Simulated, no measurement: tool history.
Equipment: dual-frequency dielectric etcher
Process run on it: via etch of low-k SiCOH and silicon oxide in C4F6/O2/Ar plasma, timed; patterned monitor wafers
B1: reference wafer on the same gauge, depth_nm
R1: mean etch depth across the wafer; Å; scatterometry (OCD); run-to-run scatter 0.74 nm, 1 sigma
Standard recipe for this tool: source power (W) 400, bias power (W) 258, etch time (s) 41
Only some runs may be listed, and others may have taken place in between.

{"run": 1, "hour": 0.0, "source power (W)": 430, "bias power (W)": 258, "etch time (s)": 41, "B1": 119, "R1": 1252}
{"run": 2, "hour": 11.2, "source power (W)": 430, "bias power (W)": 258, "etch time (s)": 41, "B1": 118.8, "R1": 1246}
{"run": 3, "hour": 24.8, "source power (W)": 430, "bias power (W)": 258, "etch time (s)": 41, "B1": 119.1, "R1": 1255}
{"run": 4, "hour": 36.2, "source power (W)": 400, "bias power (W)": 258, "etch time (s)": 41, "B1": 119, "R1": 1247}
{"run": 5, "hour": 49.2, "source power (W)": 400, "bias power (W)": 258, "etch time (s)": 41, "B1": 118.9, "R1": 1232}
{"run": 6, "hour": 65.7, "source power (W)": 400, "bias power (W)": 258, "etch time (s)": 41, "B1": 119.1, "R1": 1246}
{"run": 7, "hour": 80.4, "source power (W)": 400, "bias power (W)": 258, "etch time (s)": 32, "B1": 118.8, "R1": 974}
{"run": 8, "hour": 94.7, "source power (W)": 400, "bias power (W)": 258, "etch time (s)": 32, "B1": 119, "R1": 959}
{"run": 9, "hour": 112.4, "source power (W)": 400, "bias power (W)": 258, "etch time (s)": 32, "B1": 119.1, "R1": 980}
{"run": 10, "hour": 125.6, "source power (W)": 400, "bias power (W)": 258, "etch time (s)": 41, "B1": 119.1, "R1": 1265}
{"run": 11, "hour": 175.1, "source power (W)": 400, "bias power (W)": 229, "etch time (s)": 48.5, "B1": 118.9, "R1": 1378}
{"run": 12, "hour": 175.4, "source power (W)": 400, "bias power (W)": 229, "etch time (s)": 48.5, "B1": 119, "R1": 1388}
{"run": 13, "hour": 175.7, "source power (W)": 430, "bias power (W)": 320, "etch time (s)": 49.5, "B1": 119, "R1": 1532}
{"run": 14, "hour": 180.9, "source power (W)": 300, "bias power (W)": 278, "etch time (s)": 41, "B1": 119.1, "R1": 1157}
{"run": 15, "hour": 188.6, "source power (W)": 400, "bias power (W)": 258, "etch time (s)": 47, "B1": 118.9, "R1": 1385}
{"run": 16, "hour": 204.0, "source power (W)": 490, "bias power (W)": 278, "etch time (s)": 34, "B1": 118.9, "R1": 1062}
{"run": 17, "hour": 212.4, "source power (W)": 440, "bias power (W)": 304, "etch time (s)": 31, "B1": 118.9, "R1": 954}
{"run": 18, "hour": 226.6, "source power (W)": 400, "bias power (W)": 258, "etch time (s)": 41, "B1": 119.2, "R1": 1192}
{"run": 19, "hour": 234.0, "source power (W)": 360, "bias power (W)": 314, "etch time (s)": 48.5, "B1": 118.9, "R1": 1443}
{"run": 20, "hour": 241.7, "source power (W)": 400, "bias power (W)": 258, "etch time (s)": 32, "B1": 119.2, "R1": 934}
{"run": 21, "hour": 248.9, "source power (W)": 400, "bias power (W)": 258, "etch time (s)": 41, "B1": 118.9, "R1": 1212}
{"run": 22, "hour": 255.4, "source power (W)": 430, "bias power (W)": 305, "etch time (s)": 52.5, "B1": 119.1, "R1": 1613}
{"run": 23, "hour": 269.6, "source power (W)": 430, "bias power (W)": 207, "etch time (s)": 41, "B1": 119.1, "R1": 1196}
{"run": 24, "hour": 285.9, "source power (W)": 400, "bias power (W)": 230, "etch time (s)": 31, "B1": 119, "R1": 889}
{"run": 25, "hour": 297.0, "source power (W)": 400, "bias power (W)": 315, "etch time (s)": 50.5, "B1": 119, "R1": 1556}

Taken out of this log: 5 entries between the listed runs. Where each belongs, and how the hidden state differs across it:
In the gap between runs 10 and 11: source power generator calibrated (hour 156.5); bias power generator calibrated (hour 158.1); upper electrode replaced (hour 160.8); wet clean of the chamber (hour 174.6)
  etch rate over this chamber's usual, %: 4.64 -> 0.133
  measured value less the no-hidden-state value, R1: +56 -> +2 Å
In the gap between runs 17 and 18: gauge calibrated (hour 226.4)
  etch rate over this chamber's usual, %: 0.558 -> 0.72
  measured value less the no-hidden-state value, R1: +5 -> +8 Å
